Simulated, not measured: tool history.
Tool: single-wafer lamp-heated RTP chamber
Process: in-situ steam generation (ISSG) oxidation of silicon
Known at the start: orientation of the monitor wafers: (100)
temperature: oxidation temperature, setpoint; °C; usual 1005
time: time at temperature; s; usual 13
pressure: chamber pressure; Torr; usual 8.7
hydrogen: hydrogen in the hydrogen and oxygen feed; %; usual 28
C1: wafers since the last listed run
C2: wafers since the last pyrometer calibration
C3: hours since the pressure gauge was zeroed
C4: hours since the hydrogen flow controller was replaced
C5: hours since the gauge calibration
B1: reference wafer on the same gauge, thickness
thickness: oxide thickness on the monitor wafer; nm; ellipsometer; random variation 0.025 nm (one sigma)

run 1 hour=0.0 | temperature=1005 time=13 pressure=8.7 hydrogen=28 | C1=0 C2=1171 C3=2981.8 C4=5002.4 C5=277.4 | B1=4.398 | thickness=4.849
run 2 hour=17.0 | temperature=1005 time=13 pressure=8.7 hydrogen=28 | C1=269 C2=1440 C3=2998.8 C4=5019.4 C5=294.4 | B1=4.396 | thickness=4.835
run 3 hour=33.5 | temperature=1015 time=13 pressure=8.7 hydrogen=32 | C1=261 C2=1702 C3=3015.3 C4=5035.9 C5=310.9 | B1=4.399 | thickness=5.271
run 4 hour=53.0 | temperature=1015 time=13 pressure=8.7 hydrogen=32 | C1=309 C2=2011 C3=3034.8 C4=5055.4 C5=330.4 | B1=4.405 | thickness=5.265
run 5 hour=88.0 | temperature=1012 time=13 pressure=8.7 hydrogen=28 | C1=554 C2=2566 C3=3069.8 C4=5090.4 C5=365.4 | B1=4.428 | thickness=5.050
run 6 hour=125.2 | temperature=1012 time=13 pressure=8.7 hydrogen=28 | C1=589 C2=3156 C3=3107.0 C4=5127.6 C5=402.6 | B1=4.417 | thickness=4.968
run 7 hour=155.2 | temperature=1012 time=13 pressure=8.7 hydrogen=28 | C1=475 C2=3631 C3=3137.0 C4=5157.6 C5=432.6 | B1=4.429 | thickness=4.978
run 8 hour=190.8 | temperature=1005 time=13 pressure=8.7 hydrogen=22 | C1=564 C2=4196 C3=3172.6 C4=5193.2 C5=468.2 | B1=4.435 | thickness=4.564
run 9 hour=211.9 | temperature=1000 time=13 pressure=8.7 hydrogen=28 | C1=334 C2=4530 C3=3193.7 C4=5214.3 C5=489.3 | B1=4.431 | thickness=4.831
-- hour=220.4 hydrogen flow controller replaced
run 10 hour=233.8 | temperature=996 time=13 pressure=8.7 hydrogen=28 | C1=220 C2=4751 C3=3215.6 C4=13.4 C5=511.2 | B1=4.434 | thickness=4.739
run 11 hour=267.3 | temperature=996 time=13 pressure=8.7 hydrogen=28 | C1=531 C2=5282 C3=3249.1 C4=46.9 C5=544.7 | B1=4.446 | thickness=4.735
run 12 hour=291.2 | temperature=996 time=13 pressure=8.7 hydrogen=28 | C1=378 C2=5661 C3=3273.0 C4=70.8 C5=568.6 | B1=4.450 | thickness=4.733
run 13 hour=313.9 | temperature=1005 time=16 pressure=8.7 hydrogen=28 | C1=359 C2=6021 C3=3295.7 C4=93.5 C5=591.3 | B1=4.449 | thickness=5.404
run 14 hour=340.6 | temperature=1005 time=18 pressure=8.7 hydrogen=32 | C1=423 C2=6444 C3=3322.4 C4=120.2 C5=618.0 | B1=4.470 | thickness=5.854
run 15 hour=360.4 | temperature=993 time=13 pressure=8.7 hydrogen=32 | C1=313 C2=6758 C3=3342.2 C4=140.0 C5=637.8 | B1=4.449 | thickness=4.868
run 16 hour=381.0 | temperature=1005 time=17 pressure=8.7 hydrogen=32 | C1=326 C2=7085 C3=3362.8 C4=160.6 C5=658.4 | B1=4.460 | thickness=5.675
run 17 hour=396.4 | temperature=1005 time=13 pressure=8.7 hydrogen=32 | C1=244 C2=7329 C3=3378.2 C4=176.0 C5=673.8 | B1=4.465 | thickness=5.122
run 18 hour=424.4 | temperature=993 time=13 pressure=8.7 hydrogen=32 | C1=443 C2=7773 C3=3406.2 C4=204.0 C5=701.8 | B1=4.471 | thickness=4.850
run 19 hour=439.8 | temperature=1005 time=15 pressure=8.7 hydrogen=32 | C1=244 C2=8017 C3=3421.6 C4=219.4 C5=717.2 | B1=4.468 | thickness=5.470
run 20 hour=452.3 | temperature=1005 time=15 pressure=8.1 hydrogen=32 | C1=198 C2=8215 C3=3434.1 C4=231.9 C5=729.7 | B1=4.480 | thickness=5.490
-- hour=462.9 gauge calibrated
-- hour=468.4 pressure gauge zeroed
-- hour=485.4 pyrometer window cleaned and pyrometer calibrated
run 21 hour=485.9 | temperature=1005 time=11 pressure=8.7 hydrogen=28 | C1=279 C2=8 C3=17.5 C4=265.5 C5=23.0 | B1=4.330 | thickness=4.398
run 22 hour=510.4 | temperature=1005 time=13 pressure=8.7 hydrogen=28 | C1=388 C2=396 C3=42.0 C4=290.0 C5=47.5 | B1=4.347 | thickness=4.747
run 23 hour=543.8 | temperature=995 time=13 pressure=8.7 hydrogen=28 | C1=529 C2=926 C3=75.4 C4=323.4 C5=80.9 | B1=4.350 | thickness=4.634
run 24 hour=565.6 | temperature=1011 time=13 pressure=9.8 hydrogen=28 | C1=345 C2=1271 C3=97.2 C4=345.2 C5=102.7 | B1=4.349 | thickness=4.817
run 25 hour=597.5 | temperature=1005 time=12 pressure=8.7 hydrogen=32 | C1=505 C2=1777 C3=129.1 C4=377.1 C5=134.6 | B1=4.362 | thickness=4.846
run 26 hour=626.6 | temperature=1005 time=13 pressure=8.7 hydrogen=28 | C1=461 C2=2239 C3=158.2 C4=406.2 C5=163.7 | B1=4.368 | thickness=4.789
run 27 hour=639.1 | temperature=1005 time=9 pressure=9.8 hydrogen=32 | C1=198 C2=2437 C3=170.7 C4=418.7 C5=176.2 | B1=4.357 | thickness=4.174
run 28 hour=705.5 | temperature=1005 time=8 pressure=9.6 hydrogen=21 | C1=1052 C2=3490 C3=237.1 C4=485.1 C5=242.6 | B1=4.378 | thickness=3.582
run 29 hour=732.3 | temperature=1021 time=13 pressure=7.3 hydrogen=32 | C1=424 C2=3915 C3=263.9 C4=511.9 C5=269.4 | B1=4.381 | thickness=5.353
run 30 hour=754.7 | temperature=994 time=13 pressure=9.8 hydrogen=20 | C1=355 C2=4270 C3=286.3 C4=534.3 C5=291.8 | B1=4.379 | thickness=4.221

5 ways to go on from here, each from the tool as it stands after run 30. What would each give?
run A hour=755.1 | temperature=1005 time=12 pressure=8.7 hydrogen=28 | C1=6 C2=4276 C3=286.7 C4=534.7 C5=292.2 | B1=? | thickness=?
run B hour=755.1 | temperature=990 time=13 pressure=8.7 hydrogen=23 | C1=6 C2=4276 C3=286.7 C4=534.7 C5=292.2 | B1=? | thickness=?
run C hour=755.1 | temperature=1005 time=18 pressure=8.7 hydrogen=28 | C1=6 C2=4276 C3=286.7 C4=534.7 C5=292.2 | B1=? | thickness=?
run D hour=755.1 | temperature=1022 time=12 pressure=10.2 hydrogen=31 | C1=6 C2=4276 C3=286.7 C4=534.7 C5=292.2 | B1=? | thickness=?
run E hour=755.1 | temperature=998 time=13 pressure=8.7 hydrogen=28 | C1=6 C2=4276 C3=286.7 C4=534.7 C5=292.2 | B1=? | thickness=?

run=A B1=4.381 thickness=4.699
run=B B1=4.381 thickness=4.390
run=C B1=4.381 thickness=5.613
run=D B1=4.381 thickness=4.977
run=E B1=4.381 thickness=4.742
Without the tool's hidden state the same runs would have given:
run=A thickness=4.651
run=B thickness=4.345
run=C thickness=5.556
run=D thickness=4.926
run=E thickness=4.694

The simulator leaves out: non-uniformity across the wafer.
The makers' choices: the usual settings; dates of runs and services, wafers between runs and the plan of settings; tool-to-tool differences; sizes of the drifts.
